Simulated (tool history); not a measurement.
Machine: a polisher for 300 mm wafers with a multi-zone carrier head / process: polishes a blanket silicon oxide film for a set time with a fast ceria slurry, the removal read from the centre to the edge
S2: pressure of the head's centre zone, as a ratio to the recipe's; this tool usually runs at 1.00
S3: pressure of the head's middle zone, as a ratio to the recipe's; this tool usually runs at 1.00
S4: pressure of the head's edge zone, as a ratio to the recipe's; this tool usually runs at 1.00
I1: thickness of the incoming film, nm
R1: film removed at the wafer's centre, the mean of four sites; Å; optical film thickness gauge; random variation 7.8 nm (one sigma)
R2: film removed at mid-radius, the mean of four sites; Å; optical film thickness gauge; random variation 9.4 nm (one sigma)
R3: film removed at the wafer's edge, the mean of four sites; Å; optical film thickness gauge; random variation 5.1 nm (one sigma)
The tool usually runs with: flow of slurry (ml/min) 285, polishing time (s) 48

{"run": 1, "hour": 0.0, "flow of slurry (ml/min)": 220, "S2": 1.0, "S3": 1.0, "S4": 1.0, "polishing time (s)": 48, "I1": 2380.4, "R1": 7059, "R2": 7288, "R3": 7176}
{"run": 2, "hour": 9.9, "flow of slurry (ml/min)": 285, "S2": 1.0, "S3": 1.0, "S4": 1.0, "polishing time (s)": 48, "I1": 2392.1, "R1": 7261, "R2": 7337, "R3": 7284}
{"hour": 14.2, "done": "slurry nozzle cleaned"}
{"hour": 18.9, "done": "carrier head's membrane replaced by a new one"}
{"run": 3, "hour": 24.6, "flow of slurry (ml/min)": 285, "S2": 1.0, "S3": 1.0, "S4": 1.0, "polishing time (s)": 48, "I1": 2434.6, "R1": 7118, "R2": 7195, "R3": 7160}
{"run": 4, "hour": 33.2, "flow of slurry (ml/min)": 285, "S2": 1.0, "S3": 1.0, "S4": 1.0, "polishing time (s)": 48, "I1": 2377.8, "R1": 7002, "R2": 7005, "R3": 6978}
{"run": 5, "hour": 43.4, "flow of slurry (ml/min)": 285, "S2": 1.0, "S3": 1.0, "S4": 1.0, "polishing time (s)": 48, "I1": 2371.7, "R1": 6882, "R2": 6974, "R3": 6941}
{"hour": 49.5, "done": "worn pad replaced by a new one"}
{"hour": 54.6, "done": "centre zone pressure recalibrated"}
{"run": 6, "hour": 57.8, "flow of slurry (ml/min)": 285, "S2": 1.0, "S3": 1.0, "S4": 1.0, "polishing time (s)": 48, "I1": 2444.4, "R1": 7343, "R2": 7380, "R3": 7396}
{"run": 7, "hour": 73.9, "flow of slurry (ml/min)": 285, "S2": 1.0, "S3": 1.0, "S4": 1.0, "polishing time (s)": 48, "I1": 2418.0, "R1": 7392, "R2": 7341, "R3": 7355}
{"run": 8, "hour": 87.1, "flow of slurry (ml/min)": 360, "S2": 1.08, "S3": 1.0, "S4": 1.0, "polishing time (s)": 48, "I1": 2397.9, "R1": 8100, "R2": 7614, "R3": 7434}
{"run": 9, "hour": 101.8, "flow of slurry (ml/min)": 200, "S2": 1.0, "S3": 1.04, "S4": 0.95, "polishing time (s)": 42, "I1": 2366.5, "R1": 6027, "R2": 6219, "R3": 5963}
{"run": 10, "hour": 116.8, "flow of slurry (ml/min)": 285, "S2": 1.05, "S3": 1.0, "S4": 1.0, "polishing time (s)": 48, "I1": 2417.8, "R1": 7411, "R2": 7083, "R3": 6997}
{"run": 11, "hour": 129.2, "flow of slurry (ml/min)": 285, "S2": 1.0, "S3": 1.0, "S4": 1.0, "polishing time (s)": 61, "I1": 2417.3, "R1": 8818, "R2": 8749, "R3": 8761}
{"hour": 133.4, "done": "worn pad replaced by a new one"}
{"run": 12, "hour": 135.9, "flow of slurry (ml/min)": 205, "S2": 1.09, "S3": 1.0, "S4": 1.0, "polishing time (s)": 48, "I1": 2398.7, "R1": 7796, "R2": 7258, "R3": 7298}
{"run": 13, "hour": 147.2, "flow of slurry (ml/min)": 285, "S2": 1.0, "S3": 0.89, "S4": 1.0, "polishing time (s)": 53, "I1": 2387.4, "R1": 8274, "R2": 7708, "R3": 8253}
{"hour": 149.4, "done": "edge zone pressure recalibrated"}
{"run": 14, "hour": 155.8, "flow of slurry (ml/min)": 285, "S2": 1.0, "S3": 0.96, "S4": 1.0, "polishing time (s)": 48, "I1": 2413.5, "R1": 7469, "R2": 7204, "R3": 7461}
{"run": 15, "hour": 169.6, "flow of slurry (ml/min)": 285, "S2": 0.96, "S3": 1.0, "S4": 1.0, "polishing time (s)": 48, "I1": 2422.6, "R1": 7023, "R2": 7417, "R3": 7312}
{"run": 16, "hour": 184.0, "flow of slurry (ml/min)": 255, "S2": 1.0, "S3": 1.0, "S4": 1.0, "polishing time (s)": 31, "I1": 2366.8, "R1": 4621, "R2": 4692, "R3": 4576}
{"run": 17, "hour": 192.7, "flow of slurry (ml/min)": 285, "S2": 1.0, "S3": 1.0, "S4": 1.0, "polishing time (s)": 48, "I1": 2402.4, "R1": 7185, "R2": 7254, "R3": 7149}
{"run": 18, "hour": 205.1, "flow of slurry (ml/min)": 315, "S2": 1.0, "S3": 1.0, "S4": 1.0, "polishing time (s)": 48, "I1": 2417.7, "R1": 7052, "R2": 7151, "R3": 7124}
{"run": 19, "hour": 214.6, "flow of slurry (ml/min)": 355, "S2": 1.0, "S3": 1.04, "S4": 1.0, "polishing time (s)": 48, "I1": 2425.1, "R1": 7011, "R2": 7412, "R3": 7014}
{"hour": 221.0, "done": "worn pad replaced by a new one"}
{"run": 20, "hour": 228.3, "flow of slurry (ml/min)": 225, "S2": 1.0, "S3": 1.0, "S4": 1.0, "polishing time (s)": 48, "I1": 2423.5, "R1": 7334, "R2": 7346, "R3": 7311}
{"run": 21, "hour": 237.3, "flow of slurry (ml/min)": 320, "S2": 1.05, "S3": 1.0, "S4": 1.0, "polishing time (s)": 59, "I1": 2408.6, "R1": 9853, "R2": 9391, "R3": 9152}
{"hour": 245.2, "done": "slurry nozzle cleaned"}
{"run": 22, "hour": 247.7, "flow of slurry (ml/min)": 285, "S2": 1.0, "S3": 1.0, "S4": 1.0, "polishing time (s)": 48, "I1": 2406.9, "R1": 7496, "R2": 7422, "R3": 7465}
{"run": 23, "hour": 256.5, "flow of slurry (ml/min)": 225, "S2": 1.0, "S3": 1.0, "S4": 0.96, "polishing time (s)": 48, "I1": 2444.7, "R1": 7216, "R2": 7251, "R3": 7136}

Pick out some run-to-run changes in R1. Of each, how much would a tool without hidden state show as well, from the settings, what came in and chance, and how much is left for the hidden state and any gauge scatter not in both results compared?
Hidden state present: removal rate lost through wear of the pad, %; slurry flow missing at the pad, %; deviation of the centre zone's pressure from its setpoint, %; deviation of the edge zone's pressure from its setpoint, %.
Run 11 -> 12: flow of slurry (ml/min) 285 -> 205, S2 1.00 -> 1.09, polishing time (s) 61 -> 48, worn pad replaced by a new one. R1 -1022 Å: hidden state +811, all else -1833.
Run 16 -> 17: flow of slurry (ml/min) 255 -> 285, polishing time (s) 31 -> 48. R1 +2564 Å: hidden state -178, all else +2742.
Run 19 -> 20: flow of slurry (ml/min) 355 -> 225, S3 1.04 -> 1.00, worn pad replaced by a new one. R1 +323 Å: hidden state +604, all else -281.
Run 20 -> 21: flow of slurry (ml/min) 225 -> 320, S2 1.00 -> 1.05, polishing time (s) 48 -> 59. R1 +2519 Å: hidden state -34, all else +2553.
